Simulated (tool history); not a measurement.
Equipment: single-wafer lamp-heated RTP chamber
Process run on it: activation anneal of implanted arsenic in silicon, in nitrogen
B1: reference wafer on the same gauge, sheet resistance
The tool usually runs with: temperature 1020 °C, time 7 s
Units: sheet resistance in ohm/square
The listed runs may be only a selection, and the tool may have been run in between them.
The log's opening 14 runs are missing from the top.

run 15 hour=366.8 | temperature=1006 time=6 | B1=397.63 | sheet_resistance=344.86
run 16 hour=379.7 | temperature=1020 time=8 | B1=397.11 | sheet_resistance=336.99
run 17 hour=402.3 | temperature=1046 time=10 | B1=397.43 | sheet_resistance=333.23
run 18 hour=437.8 | temperature=1047 time=9 | B1=397.35 | sheet_resistance=333.25
run 19 hour=452.1 | temperature=1049 time=4 | B1=396.80 | sheet_resistance=340.26
-- hour=481.5 pyrometer window cleaned and pyrometer calibrated
run 20 hour=482.0 | temperature=1020 time=7 | B1=396.73 | sheet_resistance=339.11
run 21 hour=494.1 | temperature=1020 time=3 | B1=397.28 | sheet_resistance=343.69
-- hour=509.4 reflector plate cleaned
run 22 hour=513.8 | temperature=1045 time=7 | B1=397.01 | sheet_resistance=334.62
run 23 hour=532.1 | temperature=1040 time=5 | B1=397.03 | sheet_resistance=338.39
run 24 hour=547.3 | temperature=1020 time=5 | B1=396.88 | sheet_resistance=343.19
run 25 hour=569.0 | temperature=1009 time=10 | B1=397.14 | sheet_resistance=340.04
run 26 hour=598.6 | temperature=1009 time=8 | B1=397.27 | sheet_resistance=341.08
run 27 hour=633.0 | temperature=1005 time=7 | B1=396.35 | sheet_resistance=342.57
run 28 hour=648.1 | temperature=991 time=4 | B1=396.00 | sheet_resistance=348.09
run 29 hour=680.7 | temperature=1020 time=7 | B1=395.38 | sheet_resistance=337.51
-- hour=703.8 pyrometer window cleaned and pyrometer calibrated
run 30 hour=706.4 | temperature=1020 time=7 | B1=395.97 | sheet_resistance=340.09
run 31 hour=719.0 | temperature=1007 time=7 | B1=396.23 | sheet_resistance=342.68
run 32 hour=750.0 | temperature=1020 time=7 | B1=395.71 | sheet_resistance=337.44
run 33 hour=774.6 | temperature=1038 time=9 | B1=395.03 | sheet_resistance=333.02
run 34 hour=804.3 | temperature=1046 time=7 | B1=394.78 | sheet_resistance=334.42
run 35 hour=836.5 | temperature=1033 time=9 | B1=394.56 | sheet_resistance=333.35
run 36 hour=872.1 | temperature=1030 time=4 | B1=394.83 | sheet_resistance=339.81
-- hour=899.8 reflector plate cleaned
run 37 hour=919.1 | temperature=1010 time=4 | B1=393.52 | sheet_resistance=344.69

3 options for the next run, each taken on its own from the tool as it stands now. Forecast them:
run A hour=919.5 | temperature=1020 time=7 | B1=? | sheet_resistance=?
run B hour=919.5 | temperature=1032 time=7 | B1=? | sheet_resistance=?
run C hour=919.5 | temperature=1012 time=7 | B1=? | sheet_resistance=?

run=A B1=394.20 sheet_resistance=337.91
run=B B1=394.20 sheet_resistance=335.77
run=C B1=394.20 sheet_resistance=339.24
What these runs would have given with no unlogged condition in the tool:
run=A sheet_resistance=341.26
run=B sheet_resistance=339.10
run=C sheet_resistance=342.60
